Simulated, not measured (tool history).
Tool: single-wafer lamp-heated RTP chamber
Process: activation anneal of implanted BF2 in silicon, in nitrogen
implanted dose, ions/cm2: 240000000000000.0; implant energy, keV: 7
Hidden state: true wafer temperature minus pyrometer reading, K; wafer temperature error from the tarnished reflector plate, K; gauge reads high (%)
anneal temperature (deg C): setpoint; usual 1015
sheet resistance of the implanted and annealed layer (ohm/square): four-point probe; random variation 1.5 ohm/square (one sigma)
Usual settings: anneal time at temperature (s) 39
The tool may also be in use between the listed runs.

| run | hour | anneal temperature (deg C) | anneal time at temperature (s) | wafers since the last listed run | wafers since the last pyrometer calibration | wafers since the reflector plate was cleaned | hours since the gauge calibration | read-back reference wafer on the same gauge, sheet resistance | sheet resistance of the implanted and annealed layer (ohm/square) |
|---|---|---|---|---|---|---|---|---|---|
| 1 | 0 | 1015 | 39 | 0 | 4765 | 6019 | 224.6 | 579.95 | 505.96 |
| 2 | 15.8 | 1015 | 39 | 213 | 4978 | 6233 | 240.4 | 580.13 | 506.12 |
| 3 | 33.1 | 1015 | 47 | 233 | 5212 | 6467 | 257.7 | 580.42 | 501.4 |
| 4 | 48.3 | 1015 | 47 | 205 | 5417 | 6672 | 272.9 | 580.45 | 501.38 |
| 5 | 62.2 | 1015 | 39 | 187 | 5605 | 6860 | 286.8 | 580.39 | 507 |
| 6 | 77.2 | 1015 | 39 | 202 | 5808 | 7063 | 301.8 | 579.71 | 506.33 |
| 7 | 125.2 | 1015 | 27 | 648 | 6457 | 7711 | 349.8 | 580.26 | 517.48 |
| 8 | 142.8 | 1015 | 27 | 237 | 6694 | 7949 | 367.4 | 580.5 | 515.63 |
| 9 | 149.6 | 1015 | 39 | 91 | 6786 | 8041 | 374.2 | 579.64 | 507.33 |
| 10 | 165.1 | 1015 | 56 | 209 | 6996 | 8251 | 389.7 | 579.94 | 495.91 |
| 11 | 182.3 | 1015 | 56 | 232 | 7228 | 8483 | 406.9 | 580.23 | 499.52 |
| 12 | 199.9 | 1015 | 39 | 237 | 7466 | 8721 | 424.5 | 579.62 | 506.55 |
| 13 | 212.7 | 1015 | 39 | 172 | 7639 | 8894 | 437.3 | 579.95 | 508.51 |
|  | 222.5 | reflector plate cleaned |
|  | 226.6 | pyrometer window cleaned and pyrometer calibrated |
| 14 | 228.4 | 1015 | 39 | 47 | 24 | 24 | 453 | 580.04 | 525.21 |
|  | 229 | gauge calibrated |
| 15 | 234.7 | 1015 | 39 | 85 | 109 | 109 | 5.7 | 579.62 | 522.59 |
| 16 | 251.1 | 1015 | 39 | 221 | 330 | 330 | 22.1 | 579.66 | 516.84 |
| 17 | 265.4 | 1031 | 39 | 193 | 524 | 524 | 36.4 | 579.22 | 507.08 |
| 18 | 282.1 | 1015 | 18 | 225 | 749 | 749 | 53.1 | 580.09 | 542.91 |
| 19 | 300 | 1015 | 45 | 241 | 991 | 991 | 71 | 580.13 | 509.29 |
| 20 | 312.8 | 1033 | 58 | 172 | 1164 | 1164 | 83.8 | 579.94 | 492.3 |
| 21 | 330.3 | 990 | 21 | 236 | 1401 | 1401 | 101.3 | 580.06 | 569.43 |
| 22 | 344.2 | 1015 | 39 | 187 | 1589 | 1589 | 115.2 | 580.11 | 510.92 |
| 23 | 354.8 | 1000 | 61 | 143 | 1732 | 1732 | 125.8 | 579.88 | 513.54 |
| 24 | 367.8 | 1043 | 39 | 175 | 1908 | 1908 | 138.8 | 580.13 | 493.87 |
| 25 | 418.1 | 1004 | 20 | 679 | 2587 | 2587 | 189.1 | 580.75 | 541.58 |
| 26 | 431.3 | 1015 | 39 | 178 | 2766 | 2766 | 202.3 | 580.95 | 509.8 |
| 27 | 448.1 | 1024 | 32 | 227 | 2993 | 2993 | 219.1 | 580.4 | 510.57 |
| 28 | 471.6 | 1015 | 39 | 317 | 3310 | 3310 | 242.6 | 580.14 | 507.68 |
| 29 | 480.4 | 1004 | 20 | 118 | 3429 | 3429 | 251.4 | 579.54 | 539.74 |
| 30 | 490 | 1038 | 39 | 129 | 3559 | 3559 | 261 | 580.37 | 496.62 |
| 31 | 535.8 | 1015 | 39 | 618 | 4178 | 4178 | 306.8 | 580.43 | 509.77 |
| 32 | 542.5 | 1015 | 20 | 90 | 4269 | 4269 | 313.5 | 579.43 | 524.31 |
| 33 | 556 | 1023 | 50 | 182 | 4451 | 4451 | 327 | 579.51 | 497.73 |
| 34 | 572.2 | 996 | 39 | 218 | 4670 | 4670 | 343.2 | 580.52 | 527.26 |

What the log doesn't show, run by run:
gauge reads high (%): 0 in every run
H1: true wafer temperature minus pyrometer reading, K
H2: wafer temperature error from the tarnished reflector plate, K
| run | H1 | H2 |
|---|---|---|
| 1 | 11.2 | 8.05 |
| 2 | 11.3 | 8.11 |
| 3 | 11.5 | 8.18 |
| 4 | 11.6 | 8.24 |
| 5 | 11.8 | 8.29 |
| 6 | 11.9 | 8.33 |
| 7 | 12.2 | 8.47 |
| 8 | 12.3 | 8.51 |
| 9 | 12.3 | 8.52 |
| 10 | 12.4 | 8.55 |
| 11 | 12.5 | 8.59 |
| 12 | 12.5 | 8.62 |
| 13 | 12.6 | 8.64 |
| 14 | 0.866 | 0.901 |
| 15 | 1.25 | 1.15 |
| 16 | 2.2 | 1.76 |
| 17 | 2.97 | 2.25 |
| 18 | 3.8 | 2.79 |
| 19 | 4.62 | 3.31 |
| 20 | 5.16 | 3.66 |
| 21 | 5.85 | 4.11 |
| 22 | 6.35 | 4.43 |
| 23 | 6.71 | 4.67 |
| 24 | 7.13 | 4.94 |
| 25 | 8.52 | 5.84 |
| 26 | 8.83 | 6.04 |
| 27 | 9.19 | 6.28 |
| 28 | 9.65 | 6.59 |
| 29 | 9.81 | 6.69 |
| 30 | 9.98 | 6.8 |
| 31 | 10.7 | 7.26 |
| 32 | 10.8 | 7.32 |
| 33 | 10.9 | 7.43 |
| 34 | 11.1 | 7.55 |

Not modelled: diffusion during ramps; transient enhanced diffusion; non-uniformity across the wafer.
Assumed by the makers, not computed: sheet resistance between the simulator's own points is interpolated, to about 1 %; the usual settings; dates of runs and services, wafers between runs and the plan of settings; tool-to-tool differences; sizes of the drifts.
